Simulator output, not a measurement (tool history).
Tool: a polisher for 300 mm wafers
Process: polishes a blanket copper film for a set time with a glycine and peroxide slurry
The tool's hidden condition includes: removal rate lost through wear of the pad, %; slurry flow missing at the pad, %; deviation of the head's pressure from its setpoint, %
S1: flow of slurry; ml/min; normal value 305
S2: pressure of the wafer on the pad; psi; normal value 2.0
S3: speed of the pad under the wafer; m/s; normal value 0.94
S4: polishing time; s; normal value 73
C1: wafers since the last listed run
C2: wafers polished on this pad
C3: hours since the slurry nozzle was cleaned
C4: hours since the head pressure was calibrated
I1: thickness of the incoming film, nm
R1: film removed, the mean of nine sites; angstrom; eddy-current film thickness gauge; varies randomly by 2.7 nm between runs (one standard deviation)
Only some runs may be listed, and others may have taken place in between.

{"run": 1, "hour": 0.0, "S1": 305, "S2": 2.0, "S3": 0.94, "S4": 73, "C1": 0, "C2": 1516, "C3": 411.1, "C4": 309.9, "I1": 1837.5, "R1": 2378}
{"run": 2, "hour": 53.7, "S1": 305, "S2": 2.0, "S3": 0.94, "S4": 85, "C1": 281, "C2": 1797, "C3": 464.8, "C4": 363.6, "I1": 1826.8, "R1": 2715}
{"run": 3, "hour": 104.9, "S1": 305, "S2": 2.0, "S3": 0.94, "S4": 85, "C1": 268, "C2": 2065, "C3": 516.0, "C4": 414.8, "I1": 1846.5, "R1": 2680}
{"hour": 142.5, "done": "worn pad replaced by a new one"}
{"run": 4, "hour": 146.0, "S1": 245, "S2": 2.0, "S3": 0.94, "S4": 73, "C1": 194, "C2": 18, "C3": 557.1, "C4": 455.9, "I1": 1831.8, "R1": 2412}
{"run": 5, "hour": 191.5, "S1": 245, "S2": 2.0, "S3": 0.94, "S4": 73, "C1": 238, "C2": 256, "C3": 602.6, "C4": 501.4, "I1": 1828.8, "R1": 2442}
{"run": 6, "hour": 254.8, "S1": 305, "S2": 2.0, "S3": 0.94, "S4": 88, "C1": 331, "C2": 588, "C3": 665.9, "C4": 564.7, "I1": 1854.9, "R1": 3037}
{"hour": 258.8, "done": "slurry nozzle cleaned"}
{"run": 7, "hour": 320.6, "S1": 305, "S2": 2.0, "S3": 0.94, "S4": 73, "C1": 339, "C2": 927, "C3": 61.8, "C4": 630.5, "I1": 1847.9, "R1": 2490}
{"run": 8, "hour": 386.5, "S1": 305, "S2": 2.0, "S3": 0.94, "S4": 73, "C1": 345, "C2": 1272, "C3": 127.7, "C4": 696.4, "I1": 1818.5, "R1": 2484}
{"run": 9, "hour": 444.7, "S1": 375, "S2": 2.0, "S3": 0.94, "S4": 73, "C1": 304, "C2": 1577, "C3": 185.9, "C4": 754.6, "I1": 1814.5, "R1": 2480}
{"run": 10, "hour": 497.4, "S1": 305, "S2": 2.0, "S3": 0.94, "S4": 73, "C1": 276, "C2": 1853, "C3": 238.6, "C4": 807.3, "I1": 1837.3, "R1": 2453}
{"run": 11, "hour": 530.2, "S1": 305, "S2": 2.0, "S3": 0.94, "S4": 73, "C1": 171, "C2": 2025, "C3": 271.4, "C4": 840.1, "I1": 1854.1, "R1": 2389}
{"hour": 535.1, "done": "head pressure recalibrated"}
{"run": 12, "hour": 563.7, "S1": 305, "S2": 2.0, "S3": 0.94, "S4": 73, "C1": 165, "C2": 2190, "C3": 304.9, "C4": 28.6, "I1": 1854.4, "R1": 2249}
{"run": 13, "hour": 596.5, "S1": 305, "S2": 2.0, "S3": 0.94, "S4": 73, "C1": 171, "C2": 2362, "C3": 337.7, "C4": 61.4, "I1": 1821.3, "R1": 2305}
{"hour": 628.4, "done": "worn pad replaced by a new one"}
{"run": 14, "hour": 644.1, "S1": 305, "S2": 2.0, "S3": 0.94, "S4": 86, "C1": 228, "C2": 82, "C3": 385.3, "C4": 109.0, "I1": 1841.4, "R1": 2902}
{"run": 15, "hour": 681.1, "S1": 260, "S2": 1.8, "S3": 0.94, "S4": 73, "C1": 193, "C2": 276, "C3": 422.3, "C4": 146.0, "I1": 1860.0, "R1": 2270}
{"run": 16, "hour": 719.1, "S1": 305, "S2": 2.0, "S3": 0.94, "S4": 73, "C1": 199, "C2": 475, "C3": 460.3, "C4": 184.0, "I1": 1810.8, "R1": 2441}
{"run": 17, "hour": 787.6, "S1": 305, "S2": 1.7, "S3": 0.62, "S4": 73, "C1": 358, "C2": 833, "C3": 528.8, "C4": 252.5, "I1": 1853.7, "R1": 1818}
{"run": 18, "hour": 821.8, "S1": 340, "S2": 2.0, "S3": 0.64, "S4": 48, "C1": 179, "C2": 1013, "C3": 563.0, "C4": 286.7, "I1": 1821.8, "R1": 1346}
{"hour": 841.3, "done": "slurry nozzle cleaned"}
{"run": 19, "hour": 848.3, "S1": 350, "S2": 1.8, "S3": 0.94, "S4": 73, "C1": 133, "C2": 1146, "C3": 7.0, "C4": 313.2, "I1": 1832.8, "R1": 2272}
{"run": 20, "hour": 894.2, "S1": 255, "S2": 1.7, "S3": 0.94, "S4": 88, "C1": 240, "C2": 1387, "C3": 52.9, "C4": 359.1, "I1": 1831.5, "R1": 2632}
{"run": 21, "hour": 956.6, "S1": 375, "S2": 2.2, "S3": 1.16, "S4": 73, "C1": 326, "C2": 1714, "C3": 115.3, "C4": 421.5, "I1": 1832.3, "R1": 2949}
{"run": 22, "hour": 982.6, "S1": 220, "S2": 2.0, "S3": 0.94, "S4": 73, "C1": 136, "C2": 1850, "C3": 141.3, "C4": 447.5, "I1": 1813.0, "R1": 2312}
{"run": 23, "hour": 1020.9, "S1": 305, "S2": 1.5, "S3": 0.64, "S4": 73, "C1": 200, "C2": 2050, "C3": 179.6, "C4": 485.8, "I1": 1835.6, "R1": 1653}
{"run": 24, "hour": 1067.4, "S1": 390, "S2": 2.0, "S3": 0.74, "S4": 60, "C1": 243, "C2": 2294, "C3": 226.1, "C4": 532.3, "I1": 1851.4, "R1": 1665}
{"run": 25, "hour": 1092.1, "S1": 305, "S2": 2.0, "S3": 0.94, "S4": 73, "C1": 129, "C2": 2423, "C3": 250.8, "C4": 557.0, "I1": 1844.0, "R1": 2263}
{"run": 26, "hour": 1137.1, "S1": 240, "S2": 2.0, "S3": 1.1, "S4": 73, "C1": 235, "C2": 2659, "C3": 295.8, "C4": 602.0, "I1": 1827.8, "R1": 2445}
{"hour": 1144.5, "done": "worn pad replaced by a new one"}
{"run": 27, "hour": 1181.6, "S1": 305, "S2": 2.5, "S3": 0.8, "S4": 57, "C1": 212, "C2": 194, "C3": 340.3, "C4": 646.5, "I1": 1837.2, "R1": 2093}
{"run": 28, "hour": 1278.9, "S1": 305, "S2": 2.0, "S3": 0.94, "S4": 73, "C1": 509, "C2": 704, "C3": 437.6, "C4": 743.8, "I1": 1828.0, "R1": 2501}
{"run": 29, "hour": 1316.7, "S1": 305, "S2": 2.0, "S3": 0.94, "S4": 73, "C1": 198, "C2": 902, "C3": 475.4, "C4": 781.6, "I1": 1813.6, "R1": 2525}
{"hour": 1344.4, "done": "head pressure recalibrated"}
{"run": 30, "hour": 1369.5, "S1": 265, "S2": 1.5, "S3": 0.86, "S4": 73, "C1": 266, "C2": 1168, "C3": 528.2, "C4": 25.1, "I1": 1808.1, "R1": 1928}
{"run": 31, "hour": 1439.4, "S1": 355, "S2": 2.0, "S3": 0.94, "S4": 73, "C1": 366, "C2": 1534, "C3": 598.1, "C4": 95.0, "I1": 1841.1, "R1": 2424}
{"hour": 1475.5, "done": "slurry nozzle cleaned"}
{"run": 32, "hour": 1504.5, "S1": 385, "S2": 2.0, "S3": 0.94, "S4": 73, "C1": 335, "C2": 1870, "C3": 29.0, "C4": 160.1, "I1": 1870.0, "R1": 2368}
{"run": 33, "hour": 1536.9, "S1": 215, "S2": 2.7, "S3": 0.64, "S4": 83, "C1": 169, "C2": 2039, "C3": 61.4, "C4": 192.5, "I1": 1816.0, "R1": 2453}
{"run": 34, "hour": 1605.3, "S1": 270, "S2": 1.7, "S3": 0.94, "S4": 66, "C1": 358, "C2": 2398, "C3": 129.8, "C4": 260.9, "I1": 1828.0, "R1": 1827}
{"run": 35, "hour": 1662.7, "S1": 400, "S2": 2.0, "S3": 0.94, "S4": 73, "C1": 300, "C2": 2699, "C3": 187.2, "C4": 318.3, "I1": 1826.8, "R1": 2261}
{"hour": 1674.8, "done": "worn pad replaced by a new one"}
{"run": 36, "hour": 1699.9, "S1": 305, "S2": 1.7, "S3": 1.04, "S4": 93, "C1": 173, "C2": 131, "C3": 224.4, "C4": 355.5, "I1": 1821.1, "R1": 3016}
{"run": 37, "hour": 1768.3, "S1": 200, "S2": 2.2, "S3": 0.94, "S4": 73, "C1": 358, "C2": 489, "C3": 292.8, "C4": 423.9, "I1": 1798.5, "R1": 2572}
{"run": 38, "hour": 1815.2, "S1": 305, "S2": 2.0, "S3": 0.94, "S4": 95, "C1": 245, "C2": 735, "C3": 339.7, "C4": 470.8, "I1": 1850.5, "R1": 3256}

What if the next run were any one of these 3? Each begins from the tool's condition after run 38:
{"run": "A", "hour": 1815.7, "S1": 305, "S2": 2.0, "S3": 0.8, "S4": 73, "C1": 2, "C2": 737, "C3": 340.2, "C4": 471.3, "I1": 1839.9, "R1": "?"}
{"run": "B", "hour": 1815.7, "S1": 405, "S2": 1.5, "S3": 0.94, "S4": 62, "C1": 2, "C2": 737, "C3": 340.2, "C4": 471.3, "I1": 1839.9, "R1": "?"}
{"run": "C", "hour": 1815.7, "S1": 210, "S2": 2.0, "S3": 0.94, "S4": 73, "C1": 2, "C2": 737, "C3": 340.2, "C4": 471.3, "I1": 1839.9, "R1": "?"}

run=A R1=2238
run=B R1=1802
run=C R1=2360
What these runs would have given with no unlogged condition in the tool:
run=A R1=2210
run=B R1=1780
run=C R1=2328

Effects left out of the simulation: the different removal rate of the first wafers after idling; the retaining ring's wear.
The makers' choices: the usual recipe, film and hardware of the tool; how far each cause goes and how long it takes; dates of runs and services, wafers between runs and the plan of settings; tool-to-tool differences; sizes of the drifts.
